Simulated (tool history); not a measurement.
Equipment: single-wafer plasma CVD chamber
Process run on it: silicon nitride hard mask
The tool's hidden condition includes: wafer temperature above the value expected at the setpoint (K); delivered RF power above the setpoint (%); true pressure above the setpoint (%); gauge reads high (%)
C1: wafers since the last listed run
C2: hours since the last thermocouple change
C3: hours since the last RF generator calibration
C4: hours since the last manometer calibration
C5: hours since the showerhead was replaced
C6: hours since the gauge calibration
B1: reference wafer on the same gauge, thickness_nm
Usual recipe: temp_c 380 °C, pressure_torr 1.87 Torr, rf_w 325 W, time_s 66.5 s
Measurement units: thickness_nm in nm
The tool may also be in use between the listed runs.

{"run": 1, "hour": 0.0, "temp_c": 380, "pressure_torr": 1.87, "rf_w": 325, "time_s": 66.5, "C1": 0, "C2": 504.2, "C3": 1750.9, "C4": 1045.6, "C5": 4434.5, "C6": 1418.5, "B1": 73.619, "thickness_nm": 80.647}
{"hour": 31.6, "done": "capacitance manometer re-zeroed and calibrated"}
{"run": 2, "hour": 57.0, "temp_c": 380, "pressure_torr": 1.87, "rf_w": 325, "time_s": 66.5, "C1": 1064, "C2": 561.2, "C3": 1807.9, "C4": 25.4, "C5": 4491.5, "C6": 1475.5, "B1": 73.588, "thickness_nm": 80.656}
{"run": 3, "hour": 81.5, "temp_c": 380, "pressure_torr": 1.87, "rf_w": 325, "time_s": 66.5, "C1": 532, "C2": 585.7, "C3": 1832.4, "C4": 49.9, "C5": 4516.0, "C6": 1500.0, "B1": 73.559, "thickness_nm": 80.629}
{"run": 4, "hour": 269.9, "temp_c": 380, "pressure_torr": 1.87, "rf_w": 325, "time_s": 66.5, "C1": 4091, "C2": 774.1, "C3": 2020.8, "C4": 238.3, "C5": 4704.4, "C6": 1688.4, "B1": 73.582, "thickness_nm": 80.751}
{"hour": 321.2, "done": "showerhead replaced"}
{"run": 5, "hour": 334.7, "temp_c": 380, "pressure_torr": 1.87, "rf_w": 325, "time_s": 66.5, "C1": 1233, "C2": 838.9, "C3": 2085.6, "C4": 303.1, "C5": 13.5, "C6": 1753.2, "B1": 73.622, "thickness_nm": 80.056}
{"run": 6, "hour": 364.2, "temp_c": 380, "pressure_torr": 1.87, "rf_w": 325, "time_s": 66.5, "C1": 640, "C2": 868.4, "C3": 2115.1, "C4": 332.6, "C5": 43.0, "C6": 1782.7, "B1": 73.629, "thickness_nm": 80.29}
{"run": 7, "hour": 394.8, "temp_c": 380, "pressure_torr": 1.87, "rf_w": 325, "time_s": 66.5, "C1": 664, "C2": 899.0, "C3": 2145.7, "C4": 363.2, "C5": 73.6, "C6": 1813.3, "B1": 73.613, "thickness_nm": 80.142}
{"hour": 454.7, "done": "gauge calibrated"}
{"run": 8, "hour": 465.2, "temp_c": 380, "pressure_torr": 1.87, "rf_w": 325, "time_s": 66.5, "C1": 1528, "C2": 969.4, "C3": 2216.1, "C4": 433.6, "C5": 144.0, "C6": 10.5, "B1": 73.581, "thickness_nm": 80.163}
{"run": 9, "hour": 515.6, "temp_c": 380, "pressure_torr": 1.87, "rf_w": 325, "time_s": 66.5, "C1": 1094, "C2": 1019.8, "C3": 2266.5, "C4": 484.0, "C5": 194.4, "C6": 60.9, "B1": 73.597, "thickness_nm": 80.557}
{"hour": 525.0, "done": "thermocouple changed; heater temperature recalibrated"}
{"hour": 532.5, "done": "RF generator calibrated"}
{"run": 10, "hour": 587.1, "temp_c": 380, "pressure_torr": 1.87, "rf_w": 325, "time_s": 66.5, "C1": 1218, "C2": 62.1, "C3": 54.6, "C4": 555.5, "C5": 265.9, "C6": 132.4, "B1": 73.613, "thickness_nm": 82.682}
{"run": 11, "hour": 656.6, "temp_c": 374, "pressure_torr": 1.57, "rf_w": 325, "time_s": 60.6, "C1": 1509, "C2": 131.6, "C3": 124.1, "C4": 625.0, "C5": 335.4, "C6": 201.9, "B1": 73.647, "thickness_nm": 73.867}
{"run": 12, "hour": 699.9, "temp_c": 380, "pressure_torr": 2.08, "rf_w": 325, "time_s": 66.5, "C1": 940, "C2": 174.9, "C3": 167.4, "C4": 668.3, "C5": 378.7, "C6": 245.2, "B1": 73.597, "thickness_nm": 83.903}
{"run": 13, "hour": 756.1, "temp_c": 380, "pressure_torr": 1.87, "rf_w": 325, "time_s": 66.5, "C1": 1220, "C2": 231.1, "C3": 223.6, "C4": 724.5, "C5": 434.9, "C6": 301.4, "B1": 73.622, "thickness_nm": 82.751}

Run 14 has not been measured yet. What should we expect?
{"run": 14, "hour": 808.6, "temp_c": 380, "pressure_torr": 1.87, "rf_w": 325, "time_s": 66.5, "C1": 1140, "C2": 283.6, "C3": 276.1, "C4": 777.0, "C5": 487.4, "C6": 353.9, "B1": "?", "thickness_nm": "?"}

{"run 14": {"B1": 73.525, "thickness_nm": 82.521}}
With the hidden condition absent and the run-to-run variation left alone, this run would have shown thickness_nm 83.248 nm.
